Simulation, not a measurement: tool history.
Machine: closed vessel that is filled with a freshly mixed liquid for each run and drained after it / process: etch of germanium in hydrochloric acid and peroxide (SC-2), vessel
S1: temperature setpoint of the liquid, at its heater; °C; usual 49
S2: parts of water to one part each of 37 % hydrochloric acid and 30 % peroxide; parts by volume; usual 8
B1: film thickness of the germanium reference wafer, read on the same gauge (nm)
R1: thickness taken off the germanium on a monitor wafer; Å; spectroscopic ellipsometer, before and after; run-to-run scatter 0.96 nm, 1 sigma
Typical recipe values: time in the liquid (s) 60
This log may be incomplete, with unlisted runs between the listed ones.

run 1 hour=0 | S1=49 S2=8 time_in_the_liquid_(s)=60 | B1=90.02 | R1=2215.1
-- hour=53.4 new drum of peroxide connected
run 2 hour=67.1 | S1=49 S2=8 time_in_the_liquid_(s)=60 | B1=90.1 | R1=2219.3
run 3 hour=102.5 | S1=49 S2=8 time_in_the_liquid_(s)=60 | B1=90.13 | R1=2194.1
run 4 hour=157.1 | S1=49 S2=8 time_in_the_liquid_(s)=60 | B1=90.23 | R1=2194.7
run 5 hour=209.1 | S1=49 S2=8 time_in_the_liquid_(s)=60 | B1=90.36 | R1=2219
run 6 hour=265.3 | S1=49 S2=8 time_in_the_liquid_(s)=60 | B1=90.5 | R1=2226.5
run 7 hour=312.3 | S1=49 S2=8 time_in_the_liquid_(s)=60 | B1=90.61 | R1=2234.7
run 8 hour=369.5 | S1=49 S2=8 time_in_the_liquid_(s)=60 | B1=90.78 | R1=2233.6
run 9 hour=429.1 | S1=49 S2=8 time_in_the_liquid_(s)=60 | B1=91.06 | R1=2219
run 10 hour=485.6 | S1=49 S2=8 time_in_the_liquid_(s)=60 | B1=91.26 | R1=2225.5
run 11 hour=515.4 | S1=49 S2=8 time_in_the_liquid_(s)=60 | B1=91.41 | R1=2249.1
-- hour=520.1 new drum of peroxide connected
run 12 hour=559 | S1=49 S2=8 time_in_the_liquid_(s)=60 | B1=91.59 | R1=2244.3
run 13 hour=606.6 | S1=54 S2=9.5 time_in_the_liquid_(s)=60 | B1=91.84 | R1=2597.2
run 14 hour=662.3 | S1=49 S2=8 time_in_the_liquid_(s)=60 | B1=92.14 | R1=2234
run 15 hour=719.7 | S1=49 S2=5 time_in_the_liquid_(s)=60 | B1=92.45 | R1=2313.9
-- hour=739.1 thermometer replaced
-- hour=742.3 chemicals flow meter replaced
run 16 hour=781.2 | S1=39.5 S2=9.5 time_in_the_liquid_(s)=60 | B1=92.83 | R1=1653.5
run 17 hour=821.7 | S1=49 S2=8 time_in_the_liquid_(s)=80 | B1=93.1 | R1=3064.7
run 18 hour=892 | S1=44 S2=8 time_in_the_liquid_(s)=60 | B1=93.59 | R1=1945.8
-- hour=1018.5 gauge calibrated
-- hour=1028.8 new drum of peroxide connected
run 19 hour=1100.6 | S1=57 S2=4 time_in_the_liquid_(s)=40 | B1=90.32 | R1=1950
run 20 hour=1166.2 | S1=41 S2=6 time_in_the_liquid_(s)=80 | B1=90.38 | R1=2307.5
run 21 hour=1212.3 | S1=49 S2=10 time_in_the_liquid_(s)=60 | B1=90.44 | R1=2192.3
run 22 hour=1279.1 | S1=49 S2=5 time_in_the_liquid_(s)=70 | B1=90.54 | R1=2666

What if the next run were any one of these 5? Each begins from the tool's condition after run 22:
run A hour=1279.8 | S1=49 S2=8 time_in_the_liquid_(s)=60 | B1=? | R1=?
run B hour=1279.8 | S1=45.5 S2=4 time_in_the_liquid_(s)=85 | B1=? | R1=?
run C hour=1279.8 | S1=40.5 S2=4 time_in_the_liquid_(s)=30 | B1=? | R1=?
run D hour=1279.8 | S1=56 S2=9 time_in_the_liquid_(s)=60 | B1=? | R1=?
run E hour=1279.8 | S1=49 S2=10.5 time_in_the_liquid_(s)=35 | B1=? | R1=?

run=A B1=90.59 R1=2222
run=B B1=90.59 R1=2873.1
run=C B1=90.59 R1=856
run=D B1=90.59 R1=2737.9
run=E B1=90.59 R1=1267.4
With no hidden state in the tool, these same runs would have given:
run=A R1=2208.1
run=B R1=2855.2
run=C R1=850.6
run=D R1=2720.8
run=E R1=1259.5

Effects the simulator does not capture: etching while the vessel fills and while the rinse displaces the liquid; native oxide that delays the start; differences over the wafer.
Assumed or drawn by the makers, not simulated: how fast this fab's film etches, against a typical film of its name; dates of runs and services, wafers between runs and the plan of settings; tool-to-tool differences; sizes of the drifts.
